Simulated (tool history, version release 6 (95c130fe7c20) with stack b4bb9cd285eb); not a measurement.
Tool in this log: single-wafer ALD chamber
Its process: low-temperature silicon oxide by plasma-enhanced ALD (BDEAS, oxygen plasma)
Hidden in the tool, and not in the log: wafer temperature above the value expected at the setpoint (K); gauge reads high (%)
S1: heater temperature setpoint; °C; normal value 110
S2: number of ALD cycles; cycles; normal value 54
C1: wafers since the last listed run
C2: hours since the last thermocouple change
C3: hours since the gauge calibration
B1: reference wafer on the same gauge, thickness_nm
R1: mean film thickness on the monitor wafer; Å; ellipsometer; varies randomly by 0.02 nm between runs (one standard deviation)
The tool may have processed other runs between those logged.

{"run": 1, "hour": 0.0, "S1": 121, "S2": 57, "C1": 0, "C2": 383.4, "C3": 387.5, "B1": 7.23, "R1": 83.5}
{"run": 2, "hour": 44.3, "S1": 121, "S2": 57, "C1": 297, "C2": 427.7, "C3": 431.8, "B1": 7.228, "R1": 83.69}
{"run": 3, "hour": 84.6, "S1": 110, "S2": 54, "C1": 270, "C2": 468, "C3": 472.1, "B1": 7.227, "R1": 81.01}
{"run": 4, "hour": 146.4, "S1": 118, "S2": 54, "C1": 415, "C2": 529.8, "C3": 533.9, "B1": 7.23, "R1": 79.66}
{"run": 5, "hour": 171.9, "S1": 110, "S2": 59, "C1": 171, "C2": 555.3, "C3": 559.4, "B1": 7.23, "R1": 88.53}
{"run": 6, "hour": 218.7, "S1": 110, "S2": 59, "C1": 314, "C2": 602.1, "C3": 606.2, "B1": 7.231, "R1": 89.06}
{"run": 7, "hour": 256.0, "S1": 110, "S2": 54, "C1": 250, "C2": 639.4, "C3": 643.5, "B1": 7.227, "R1": 81.25}
{"run": 8, "hour": 292.2, "S1": 110, "S2": 54, "C1": 243, "C2": 675.6, "C3": 679.7, "B1": 7.231, "R1": 81.44}
{"run": 9, "hour": 324.3, "S1": 110, "S2": 54, "C1": 215, "C2": 707.7, "C3": 711.8, "B1": 7.225, "R1": 81.14}
{"run": 10, "hour": 417.8, "S1": 120, "S2": 54, "C1": 628, "C2": 801.2, "C3": 805.3, "B1": 7.229, "R1": 79.3}
{"run": 11, "hour": 472.0, "S1": 120, "S2": 54, "C1": 364, "C2": 855.4, "C3": 859.5, "B1": 7.229, "R1": 79.53}
{"run": 12, "hour": 504.7, "S1": 120, "S2": 54, "C1": 219, "C2": 888.1, "C3": 892.2, "B1": 7.228, "R1": 79.7}
{"run": 13, "hour": 539.6, "S1": 110, "S2": 54, "C1": 234, "C2": 923, "C3": 927.1, "B1": 7.232, "R1": 81.15}
{"run": 14, "hour": 605.0, "S1": 110, "S2": 54, "C1": 439, "C2": 988.4, "C3": 992.5, "B1": 7.231, "R1": 81.07}
{"run": 15, "hour": 638.5, "S1": 102, "S2": 46, "C1": 225, "C2": 1021.9, "C3": 1026, "B1": 7.229, "R1": 71.33}
{"run": 16, "hour": 686.8, "S1": 117, "S2": 49, "C1": 324, "C2": 1070.2, "C3": 1074.3, "B1": 7.224, "R1": 72.69}
{"hour": 825.7, "done": "thermocouple changed; heater temperature recalibrated"}
{"run": 17, "hour": 899.8, "S1": 98, "S2": 65, "C1": 1378, "C2": 74.1, "C3": 1287.3, "B1": 7.227, "R1": 100.11}
{"run": 18, "hour": 943.8, "S1": 110, "S2": 60, "C1": 295, "C2": 118.1, "C3": 1331.3, "B1": 7.23, "R1": 89.76}
{"run": 19, "hour": 1008.4, "S1": 110, "S2": 54, "C1": 434, "C2": 182.7, "C3": 1395.9, "B1": 7.225, "R1": 80.71}
{"run": 20, "hour": 1057.7, "S1": 98, "S2": 59, "C1": 331, "C2": 232, "C3": 1445.2, "B1": 7.225, "R1": 91.74}
{"hour": 1067.4, "done": "gauge calibrated"}
{"run": 21, "hour": 1127.6, "S1": 101, "S2": 45, "C1": 470, "C2": 301.9, "C3": 60.2, "B1": 7.235, "R1": 69.32}
{"run": 22, "hour": 1272.1, "S1": 120, "S2": 49, "C1": 971, "C2": 446.4, "C3": 204.7, "B1": 7.232, "R1": 72.14}
{"run": 23, "hour": 1340.4, "S1": 110, "S2": 46, "C1": 459, "C2": 514.7, "C3": 273, "B1": 7.229, "R1": 69.13}
{"run": 24, "hour": 1364.7, "S1": 110, "S2": 54, "C1": 163, "C2": 539, "C3": 297.3, "B1": 7.229, "R1": 81.08}
{"run": 25, "hour": 1396.5, "S1": 110, "S2": 54, "C1": 213, "C2": 570.8, "C3": 329.1, "B1": 7.229, "R1": 80.9}
{"run": 26, "hour": 1427.7, "S1": 110, "S2": 54, "C1": 209, "C2": 602, "C3": 360.3, "B1": 7.227, "R1": 81.22}
{"run": 27, "hour": 1494.6, "S1": 118, "S2": 46, "C1": 449, "C2": 668.9, "C3": 427.2, "B1": 7.229, "R1": 68.17}
{"run": 28, "hour": 1522.8, "S1": 110, "S2": 54, "C1": 189, "C2": 697.1, "C3": 455.4, "B1": 7.234, "R1": 81.03}
{"run": 29, "hour": 1550.7, "S1": 117, "S2": 63, "C1": 187, "C2": 725, "C3": 483.3, "B1": 7.234, "R1": 93.35}

Below are 4 alternative next runs, each starting from the tool's condition after run 29. Predict each:
{"run": "A", "hour": 1551.2, "S1": 115, "S2": 54, "C1": 3, "C2": 725.5, "C3": 483.8, "B1": "?", "R1": "?"}
{"run": "B", "hour": 1551.2, "S1": 114, "S2": 48, "C1": 3, "C2": 725.5, "C3": 483.8, "B1": "?", "R1": "?"}
{"run": "C", "hour": 1551.2, "S1": 110, "S2": 50, "C1": 3, "C2": 725.5, "C3": 483.8, "B1": "?", "R1": "?"}
{"run": "D", "hour": 1551.2, "S1": 98, "S2": 54, "C1": 3, "C2": 725.5, "C3": 483.8, "B1": "?", "R1": "?"}

run=A B1=7.224 R1=80.4
run=B B1=7.224 R1=71.62
run=C B1=7.224 R1=75.23
run=D B1=7.224 R1=84.7
Stripped of hidden state, with their random variation kept, the same runs would have yielded:
run=A R1=79.51
run=B R1=70.83
run=C R1=74.4
run=D R1=82.92
